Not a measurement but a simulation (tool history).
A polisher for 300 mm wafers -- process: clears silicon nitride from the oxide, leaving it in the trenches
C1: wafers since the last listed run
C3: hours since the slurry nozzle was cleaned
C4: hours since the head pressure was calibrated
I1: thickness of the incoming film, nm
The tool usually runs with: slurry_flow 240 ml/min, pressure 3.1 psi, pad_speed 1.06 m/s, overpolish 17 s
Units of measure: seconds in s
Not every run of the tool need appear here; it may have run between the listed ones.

run 1 day=0.000 | slurry_flow=240 pressure=3.1 pad_speed=1.06 overpolish=17 | C1=0 wafers_polished_on_this_pad=2015 C3=545.7 C4=235.9 | I1=91.7 | seconds=118.2
run 2 day=1.596 | slurry_flow=240 pressure=3.1 pad_speed=1.06 overpolish=17 | C1=363 wafers_polished_on_this_pad=2378 C3=584.0 C4=274.2 | I1=90.7 | seconds=119.6
run 3 day=3.088 | slurry_flow=240 pressure=3.1 pad_speed=1.06 overpolish=17 | C1=339 wafers_polished_on_this_pad=2718 C3=619.8 C4=310.0 | I1=89.8 | seconds=118.4
-- day=3.592 worn pad replaced by a new one
-- day=3.971 head pressure recalibrated
run 4 day=5.179 | slurry_flow=240 pressure=3.1 pad_speed=1.06 overpolish=17 | C1=419 wafers_polished_on_this_pad=342 C3=670.0 C4=29.0 | I1=91.8 | seconds=109.9
-- day=6.396 slurry nozzle cleaned
run 5 day=6.508 | slurry_flow=240 pressure=3.1 pad_speed=1.06 overpolish=17 | C1=293 wafers_polished_on_this_pad=635 C3=2.7 C4=60.9 | I1=88.4 | seconds=108.9
run 6 day=9.700 | slurry_flow=240 pressure=3.1 pad_speed=1.06 overpolish=17 | C1=727 wafers_polished_on_this_pad=1363 C3=79.3 C4=137.5 | I1=90.1 | seconds=114.1
-- day=13.288 worn pad replaced by a new one
run 7 day=13.921 | slurry_flow=240 pressure=3.1 pad_speed=1.20 overpolish=17 | C1=923 wafers_polished_on_this_pad=144 C3=180.6 C4=238.8 | I1=89.9 | seconds=92.7
run 8 day=15.025 | slurry_flow=190 pressure=3.1 pad_speed=1.06 overpolish=17 | C1=251 wafers_polished_on_this_pad=395 C3=207.1 C4=265.3 | I1=89.4 | seconds=106.0
run 9 day=16.175 | slurry_flow=240 pressure=3.1 pad_speed=1.06 overpolish=17 | C1=262 wafers_polished_on_this_pad=658 C3=234.7 C4=292.9 | I1=90.2 | seconds=106.7
-- day=17.225 head pressure recalibrated
run 10 day=17.888 | slurry_flow=240 pressure=3.1 pad_speed=1.06 overpolish=17 | C1=371 wafers_polished_on_this_pad=1029 C3=275.8 C4=15.9 | I1=88.8 | seconds=113.4
run 11 day=21.858 | slurry_flow=240 pressure=3.1 pad_speed=1.06 overpolish=17 | C1=904 wafers_polished_on_this_pad=1934 C3=371.1 C4=111.2 | I1=90.1 | seconds=112.5
-- day=22.912 worn pad replaced by a new one
run 12 day=28.742 | slurry_flow=240 pressure=3.1 pad_speed=1.06 overpolish=17 | C1=1530 wafers_polished_on_this_pad=1328 C3=536.3 C4=276.4 | I1=91.6 | seconds=117.9
run 13 day=31.346 | slurry_flow=240 pressure=3.1 pad_speed=1.06 overpolish=8 | C1=593 wafers_polished_on_this_pad=1921 C3=598.8 C4=338.9 | I1=90.1 | seconds=114.1
-- day=33.079 worn pad replaced by a new one
run 14 day=33.100 | slurry_flow=240 pressure=3.1 pad_speed=1.06 overpolish=17 | C1=361 wafers_polished_on_this_pad=4 C3=640.9 C4=381.0 | I1=89.1 | seconds=99.8
-- day=33.642 head pressure recalibrated
-- day=33.862 slurry nozzle cleaned
run 15 day=34.888 | slurry_flow=240 pressure=3.1 pad_speed=1.06 overpolish=17 | C1=378 wafers_polished_on_this_pad=383 C3=24.6 C4=29.9 | I1=89.5 | seconds=105.4
run 16 day=37.338 | slurry_flow=240 pressure=3.1 pad_speed=1.06 overpolish=17 | C1=558 wafers_polished_on_this_pad=941 C3=83.4 C4=88.7 | I1=91.0 | seconds=113.6
run 17 day=40.050 | slurry_flow=315 pressure=3.1 pad_speed=1.06 overpolish=17 | C1=618 wafers_polished_on_this_pad=1559 C3=148.5 C4=153.8 | I1=89.7 | seconds=112.0
run 18 day=41.612 | slurry_flow=240 pressure=3.1 pad_speed=1.06 overpolish=17 | C1=356 wafers_polished_on_this_pad=1915 C3=186.0 C4=191.3 | I1=90.3 | seconds=117.2
run 19 day=43.542 | slurry_flow=270 pressure=3.1 pad_speed=0.88 overpolish=24 | C1=439 wafers_polished_on_this_pad=2355 C3=232.3 C4=237.6 | I1=89.7 | seconds=136.0
-- day=44.662 worn pad replaced by a new one
run 20 day=44.912 | slurry_flow=295 pressure=3.1 pad_speed=0.74 overpolish=17 | C1=274 wafers_polished_on_this_pad=57 C3=265.2 C4=270.5 | I1=90.4 | seconds=144.6
-- day=45.979 head pressure recalibrated
run 21 day=47.346 | slurry_flow=240 pressure=3.8 pad_speed=1.34 overpolish=17 | C1=535 wafers_polished_on_this_pad=592 C3=323.6 C4=32.8 | I1=90.7 | seconds=71.6
run 22 day=50.338 | slurry_flow=200 pressure=3.1 pad_speed=1.06 overpolish=17 | C1=681 wafers_polished_on_this_pad=1274 C3=395.4 C4=104.6 | I1=89.8 | seconds=114.7
run 23 day=51.858 | slurry_flow=240 pressure=4.2 pad_speed=1.26 overpolish=17 | C1=346 wafers_polished_on_this_pad=1621 C3=431.9 C4=141.1 | I1=91.2 | seconds=73.7
run 24 day=54.254 | slurry_flow=240 pressure=3.1 pad_speed=1.06 overpolish=17 | C1=545 wafers_polished_on_this_pad=2167 C3=489.4 C4=198.6 | I1=91.3 | seconds=113.3
-- day=54.783 worn pad replaced by a new one
run 25 day=56.512 | slurry_flow=275 pressure=3.5 pad_speed=0.86 overpolish=25 | C1=476 wafers_polished_on_this_pad=393 C3=543.6 C4=252.8 | I1=89.4 | seconds=115.8

Consider 4 possible next runs. They are alternatives, not a sequence: every one starts from the tool as it was left by run 25. What does each give?
run A day=56.533 | slurry_flow=240 pressure=3.1 pad_speed=1.06 overpolish=17 | C1=4 wafers_polished_on_this_pad=398 C3=544.1 C4=253.3 | I1=90.4 | seconds=?
run B day=56.533 | slurry_flow=240 pressure=4.1 pad_speed=0.92 overpolish=9 | C1=4 wafers_polished_on_this_pad=398 C3=544.1 C4=253.3 | I1=90.4 | seconds=?
run C day=56.533 | slurry_flow=240 pressure=3.1 pad_speed=0.92 overpolish=17 | C1=4 wafers_polished_on_this_pad=398 C3=544.1 C4=253.3 | I1=90.4 | seconds=?
run D day=56.533 | slurry_flow=290 pressure=3.1 pad_speed=1.06 overpolish=17 | C1=4 wafers_polished_on_this_pad=398 C3=544.1 C4=253.3 | I1=90.4 | seconds=?

run=A seconds=103.2
run=B seconds=89.8
run=C seconds=118.8
run=D seconds=101.7
The same runs, with their run-to-run variation unchanged, on a tool lacking any hidden condition would have given:
run=A seconds=97.2
run=B seconds=84.5
run=C seconds=111.8
run=D seconds=95.8
